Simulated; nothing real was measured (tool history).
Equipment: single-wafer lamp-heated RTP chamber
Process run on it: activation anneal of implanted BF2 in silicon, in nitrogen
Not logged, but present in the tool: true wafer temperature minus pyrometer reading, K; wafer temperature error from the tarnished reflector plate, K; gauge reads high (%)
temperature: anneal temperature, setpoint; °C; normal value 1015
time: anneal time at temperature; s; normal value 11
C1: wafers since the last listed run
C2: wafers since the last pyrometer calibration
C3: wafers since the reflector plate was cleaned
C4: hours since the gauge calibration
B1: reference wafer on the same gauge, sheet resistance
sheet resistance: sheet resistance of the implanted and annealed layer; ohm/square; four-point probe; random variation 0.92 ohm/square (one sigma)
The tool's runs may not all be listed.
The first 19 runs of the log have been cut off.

run 20 hour=1440.7 | temperature=1031 time=14 | C1=753 C2=780 C3=8573 C4=78.8 | B1=271.16 | sheet_resistance=229.83
run 21 hour=1534.5 | temperature=1042 time=15 | C1=1135 C2=1915 C3=9708 C4=172.6 | B1=271.1 | sheet_resistance=223.03
run 22 hour=1594.4 | temperature=1039 time=13 | C1=724 C2=2640 C3=10433 C4=232.5 | B1=271.2 | sheet_resistance=222.77
run 23 hour=1642.5 | temperature=1007 time=17 | C1=582 C2=3222 C3=11015 C4=280.6 | B1=270.92 | sheet_resistance=237.68
-- hour=1817.9 reflector plate cleaned
run 24 hour=1848.6 | temperature=1015 time=17 | C1=2397 C2=5620 C3=371 C4=486.7 | B1=271 | sheet_resistance=230.74
run 25 hour=1915.5 | temperature=1023 time=16 | C1=809 C2=6429 C3=1181 C4=553.6 | B1=270.81 | sheet_resistance=228.03
run 26 hour=1971.1 | temperature=989 time=11 | C1=672 C2=7102 C3=1853 C4=609.2 | B1=270.96 | sheet_resistance=253.95
-- hour=1979.3 pyrometer window cleaned and pyrometer calibrated
run 27 hour=2034.7 | temperature=1015 time=11 | C1=672 C2=670 C3=2526 C4=672.8 | B1=271.19 | sheet_resistance=244.5
run 28 hour=2096 | temperature=1015 time=11 | C1=741 C2=1411 C3=3268 C4=734.1 | B1=271.04 | sheet_resistance=239.34
run 29 hour=2185.5 | temperature=1041 time=6 | C1=1083 C2=2494 C3=4351 C4=823.6 | B1=270.68 | sheet_resistance=232.7
run 30 hour=2260.6 | temperature=1015 time=6 | C1=908 C2=3403 C3=5260 C4=898.7 | B1=270.84 | sheet_resistance=247.26

Run 31 comes next. What will it give?
run 31 hour=2357.2 | temperature=999 time=8 | C1=1169 C2=4572 C3=6429 C4=995.3 | B1=? | sheet_resistance=?

{"run 31": {"B1": 271.21, "sheet resistance": 253.38}}
With the hidden condition absent and the run-to-run variation left alone, this run would have shown sheet resistance 262.02 ohm/square.
